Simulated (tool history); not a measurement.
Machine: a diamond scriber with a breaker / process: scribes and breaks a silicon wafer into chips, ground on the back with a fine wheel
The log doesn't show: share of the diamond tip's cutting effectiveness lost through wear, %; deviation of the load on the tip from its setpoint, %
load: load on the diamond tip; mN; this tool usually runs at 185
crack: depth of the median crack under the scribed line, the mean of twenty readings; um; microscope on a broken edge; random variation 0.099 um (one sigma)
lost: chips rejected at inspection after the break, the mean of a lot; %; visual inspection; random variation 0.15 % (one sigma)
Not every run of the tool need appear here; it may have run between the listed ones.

run,hour,load,wafers since the last listed run,hours since the diamond tip was replaced,hours since the load on the tip was calibrated,"incoming depth of the damage left on the back of the incoming wafer, um",crack,lost
1,0,226,0,21.2,766.4,2.71,13.54,6.48
2,28.5,226,77,49.7,794.9,2.5,13.21,6
3,61.7,226,90,82.9,828.1,1.52,13.02,5.6
4,87.8,185,71,109,854.2,2.38,11.36,2.66
5,120.4,185,88,141.6,886.8,2.52,11.32,2.75
6,138.5,185,49,159.7,904.9,2.62,11.26,2.68
7,167.5,185,79,188.7,933.9,2.9,11.02,3.79
8,205.3,151,103,226.5,971.7,1.56,9.57,9.49
9,232.9,151,75,254.1,999.3,2.99,9.63,16.33
10,254.1,185,57,275.3,1020.5,2.37,11.21,3.05
11,283.6,185,80,304.8,1050,2.43,11.07,3.18
12,313.5,185,81,334.7,1079.9,2.29,11.09,2.8
13,345.7,185,87,366.9,1112.1,2.28,11.01,2.83
14,364.3,185,50,385.5,1130.7,2.73,11.11,3.37
15,378,185,37,399.2,1144.4,2.25,10.81,2.88
16,412.8,143,94,434,1179.2,1.95,9.1,16.17
17,447.2,185,93,468.4,1213.6,1.81,10.83,2.49
18,551.8,185,285,573,1318.2,2.09,11.01,2.84
19,581.9,185,82,603.1,1348.3,2.67,10.91,3.66
20,614.4,185,88,635.6,1380.8,2,10.93,3.35
21,630.5,224,43,651.7,1396.9,2.13,12.41,2.86
22,646.3,185,43,667.5,1412.7,1.59,10.99,2.83
23,668.5,138,60,689.7,1434.9,2.09,8.79,21.12
24,684.1,134,42,705.3,1450.5,2.61,8.52,24.39
25,707.3,224,63,728.5,1473.7,1.83,12.33,2.93
26,726.3,229,51,747.5,1492.7,1.9,12.64,3.71
27,742.6,169,44,763.8,1509,2.64,10.15,8.19
# hour 749.1: diamond tip replaced by a new one
# hour 753: load on the tip recalibrated
28,776.3,145,81,27.2,23.3,2.27,9.75,13.16
29,802.6,241,71,53.5,49.6,2.17,13.75,11.22
30,827,212,66,77.9,74,2.6,12.55,3.56
31,852.5,206,69,103.4,99.5,2.34,12.36,2.3
32,877.4,217,67,128.3,124.4,2.04,12.68,3.76
33,928,163,138,178.9,175,1.84,10.17,6.51
34,961.1,234,90,212,208.1,1.77,13.19,6.92
35,990.7,185,80,241.6,237.7,1.77,11.27,1.87
36,1006,204,41,256.9,253,2.44,12.03,2.24
37,1029.4,136,63,280.3,276.4,1.76,8.82,19.97
38,1043.7,216,39,294.6,290.7,2.21,12.3,2.61
39,1076.2,137,88,327.1,323.2,2.43,8.89,24.56

Some steps in crack between neighbouring runs. How much of each would the tool show without its hidden state too (settings, what came in, random variation), and how much is left for the hidden state, with any gauge scatter that isn't in both results?
Run 24 -> 25: load 134 -> 224. crack +3.81 um: hidden state -0.25, all else +4.06.
Run 26 -> 27: load 229 -> 169. crack -2.49 um: hidden state +0.17, all else -2.66.
Run 27 -> 28: load 169 -> 145, diamond tip replaced by a new one, load on the tip recalibrated. crack -0.4 um: hidden state +0.62, all else -1.02.
Run 28 -> 29: load 145 -> 241. crack +4 um: hidden state -0.1, all else +4.1.
Run 37 -> 38: load 136 -> 216. crack +3.48 um: hidden state -0.16, all else +3.64.
